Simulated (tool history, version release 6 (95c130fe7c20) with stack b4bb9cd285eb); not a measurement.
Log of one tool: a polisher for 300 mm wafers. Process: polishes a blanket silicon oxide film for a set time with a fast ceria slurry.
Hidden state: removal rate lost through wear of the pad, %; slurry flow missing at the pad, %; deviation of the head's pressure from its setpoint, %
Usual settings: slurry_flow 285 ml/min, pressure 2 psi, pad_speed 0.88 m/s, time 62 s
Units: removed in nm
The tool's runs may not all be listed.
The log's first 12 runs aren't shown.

run,hour,slurry_flow,pressure,pad_speed,time,wafers since the last listed run,wafers polished on this pad,hours since the slurry nozzle was cleaned,hours since the head pressure was calibrated,"incoming thickness of the incoming film, nm",removed
13,171.2,285,2.2,0.88,62,76,260,479.7,623,2147.9,798.6
14,223.5,285,2,0.88,62,486,747,532,675.3,2200.5,740.7
15,230.4,195,2,0.88,62,64,811,538.9,682.2,2187.6,715.1
16,240.9,285,2,0.88,62,97,909,549.4,692.7,2204.4,737.8
17,258.4,285,1.5,0.88,45,162,1072,566.9,710.2,2164.9,419.6
18,269.9,285,2,0.8,62,107,1179,578.4,721.7,2194.4,682.4
# hour 272.1: slurry nozzle cleaned
19,287.6,285,2,0.66,71,155,1334,15.5,739.4,2181.3,639
# hour 294.3: head pressure recalibrated
# hour 295.2: worn pad replaced by a new one
20,296,285,2,1.06,62,51,7,23.9,1.7,2217.6,927.4
21,313.4,285,2,0.68,52,162,169,41.3,19.1,2184.6,501.4
22,322.5,285,1.5,0.66,54,84,253,50.4,28.2,2203.7,390.6
23,337.9,285,2,0.88,62,143,397,65.8,43.6,2172.9,778.2
24,348.4,285,2,1,46,97,494,76.3,54.1,2209.9,650.5
25,394.5,285,2,0.88,62,429,924,122.4,100.2,2202,781.7
26,404.3,230,1.6,0.98,45,91,1015,132.2,110,2172.4,508.8
27,410.5,285,2,0.88,62,57,1073,138.4,116.2,2214.8,779.1
28,417.2,205,2.4,0.88,55,62,1135,145.1,122.9,2216.1,780.8
# hour 427.6: worn pad replaced by a new one
29,428.1,285,1.4,0.66,62,64,4,156,133.8,2207.6,428.4
# hour 437.4: head pressure recalibrated, repeated, since the last time left the tool worse
30,437.9,185,2,0.88,62,72,77,165.8,0.5,2235.6,690.3
31,448.1,285,2,0.88,62,94,172,176,10.7,2160.9,712.3
32,461.7,285,2.4,0.88,62,126,298,189.6,24.3,2240.1,848.4
33,478.3,285,1.4,0.88,62,154,453,206.2,40.9,2183.4,525.6
34,488.7,285,2,0.88,62,96,550,216.6,51.3,2174.3,727.6
35,502,285,2.2,0.62,62,123,674,229.9,64.6,2145.6,550.6
36,509.8,285,1.7,0.98,62,72,746,237.7,72.4,2174.2,688.3
37,525.9,285,2,0.78,62,149,896,253.8,88.5,2163.5,636.5

Forecast each of these 4 alternatives for the next run:
A,526.4,285,2,0.88,62,4,901,254.3,89,2173.9,?
B,526.4,285,2.5,0.88,62,4,901,254.3,89,2173.9,?
C,526.4,380,2,0.88,62,4,901,254.3,89,2173.9,?
D,526.4,240,2.5,1.02,73,4,901,254.3,89,2173.9,?

run,removed
A,722.6
B,884
C,739.2
D,1186.6
Without the tool's hidden state the same runs would have given:
run,removed
A,715.2
B,875
C,731.7
D,1174.6
